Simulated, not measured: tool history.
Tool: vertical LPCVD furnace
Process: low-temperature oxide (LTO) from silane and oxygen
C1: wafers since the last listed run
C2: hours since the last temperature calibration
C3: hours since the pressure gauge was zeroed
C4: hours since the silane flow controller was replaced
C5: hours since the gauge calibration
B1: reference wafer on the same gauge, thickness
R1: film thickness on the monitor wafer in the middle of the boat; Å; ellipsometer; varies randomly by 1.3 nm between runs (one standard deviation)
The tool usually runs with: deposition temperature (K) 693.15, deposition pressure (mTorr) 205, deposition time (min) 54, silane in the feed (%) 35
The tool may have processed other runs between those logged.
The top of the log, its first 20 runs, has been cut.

run 21 day=40.842 | deposition_temperature_(K)=693.15 deposition_pressure_(mTorr)=240 deposition_time_(min)=54 silane_in_the_feed_(%)=32 | C1=843 C2=505.8 C3=916.4 C4=473.9 C5=641.3 | B1=441.87 | R1=5248.7
run 22 day=42.638 | deposition_temperature_(K)=697.15 deposition_pressure_(mTorr)=240 deposition_time_(min)=54 silane_in_the_feed_(%)=35 | C1=680 C2=548.9 C3=959.5 C4=517 C5=684.4 | B1=442.1 | R1=6185.1
run 23 day=45.275 | deposition_temperature_(K)=693.15 deposition_pressure_(mTorr)=205 deposition_time_(min)=72.5 silane_in_the_feed_(%)=30 | C1=999 C2=612.2 C3=1022.8 C4=580.3 C5=747.7 | B1=442.09 | R1=5523.3
run 24 day=46.462 | deposition_temperature_(K)=700.15 deposition_pressure_(mTorr)=235 deposition_time_(min)=54 silane_in_the_feed_(%)=35 | C1=450 C2=640.7 C3=1051.3 C4=608.8 C5=776.2 | B1=441.85 | R1=6228.3
run 25 day=48.462 | deposition_temperature_(K)=693.15 deposition_pressure_(mTorr)=205 deposition_time_(min)=54 silane_in_the_feed_(%)=30 | C1=757 C2=688.7 C3=1099.3 C4=656.8 C5=824.2 | B1=441.99 | R1=4140.4
run 26 day=51.329 | deposition_temperature_(K)=693.15 deposition_pressure_(mTorr)=205 deposition_time_(min)=54 silane_in_the_feed_(%)=35 | C1=1086 C2=757.5 C3=1168.1 C4=725.6 C5=893 | B1=442.16 | R1=5073.8
run 27 day=53.317 | deposition_temperature_(K)=693.15 deposition_pressure_(mTorr)=180 deposition_time_(min)=65 silane_in_the_feed_(%)=35 | C1=753 C2=805.2 C3=1215.8 C4=773.3 C5=940.7 | B1=442.04 | R1=5387.7
run 28 day=55.371 | deposition_temperature_(K)=693.15 deposition_pressure_(mTorr)=205 deposition_time_(min)=54 silane_in_the_feed_(%)=35 | C1=778 C2=854.5 C3=1265.1 C4=822.6 C5=990 | B1=442.02 | R1=5125.1
run 29 day=56.583 | deposition_temperature_(K)=693.15 deposition_pressure_(mTorr)=205 deposition_time_(min)=54 silane_in_the_feed_(%)=35 | C1=459 C2=883.6 C3=1294.2 C4=851.7 C5=1019.1 | B1=442.39 | R1=5075.3
run 30 day=58.583 | deposition_temperature_(K)=693.15 deposition_pressure_(mTorr)=205 deposition_time_(min)=54 silane_in_the_feed_(%)=35 | C1=757 C2=931.6 C3=1342.2 C4=899.7 C5=1067.1 | B1=441.97 | R1=5094.5
run 31 day=59.65 | deposition_temperature_(K)=693.15 deposition_pressure_(mTorr)=205 deposition_time_(min)=54 silane_in_the_feed_(%)=35 | C1=404 C2=957.2 C3=1367.8 C4=925.3 C5=1092.7 | B1=442.08 | R1=5107.6

Forecast each of these 4 alternatives for the next run:
run A day=59.858 | deposition_temperature_(K)=693.15 deposition_pressure_(mTorr)=205 deposition_time_(min)=54 silane_in_the_feed_(%)=35 | C1=78 C2=962.2 C3=1372.8 C4=930.3 C5=1097.7 | B1=? | R1=?
run B day=59.858 | deposition_temperature_(K)=693.15 deposition_pressure_(mTorr)=205 deposition_time_(min)=38.5 silane_in_the_feed_(%)=35 | C1=78 C2=962.2 C3=1372.8 C4=930.3 C5=1097.7 | B1=? | R1=?
run C day=59.858 | deposition_temperature_(K)=693.15 deposition_pressure_(mTorr)=205 deposition_time_(min)=54 silane_in_the_feed_(%)=32 | C1=78 C2=962.2 C3=1372.8 C4=930.3 C5=1097.7 | B1=? | R1=?
run D day=59.858 | deposition_temperature_(K)=690.15 deposition_pressure_(mTorr)=175 deposition_time_(min)=72 silane_in_the_feed_(%)=37 | C1=78 C2=962.2 C3=1372.8 C4=930.3 C5=1097.7 | B1=? | R1=?

run=A B1=442.27 R1=5108.9
run=B B1=442.27 R1=3642.5
run=C B1=442.27 R1=4540.2
run=D B1=442.27 R1=6055.2
Without the tool's unlogged condition, the same runs would have read:
run=A R1=5009.2
run=B R1=3571.4
run=C R1=4451.3
run=D R1=5921

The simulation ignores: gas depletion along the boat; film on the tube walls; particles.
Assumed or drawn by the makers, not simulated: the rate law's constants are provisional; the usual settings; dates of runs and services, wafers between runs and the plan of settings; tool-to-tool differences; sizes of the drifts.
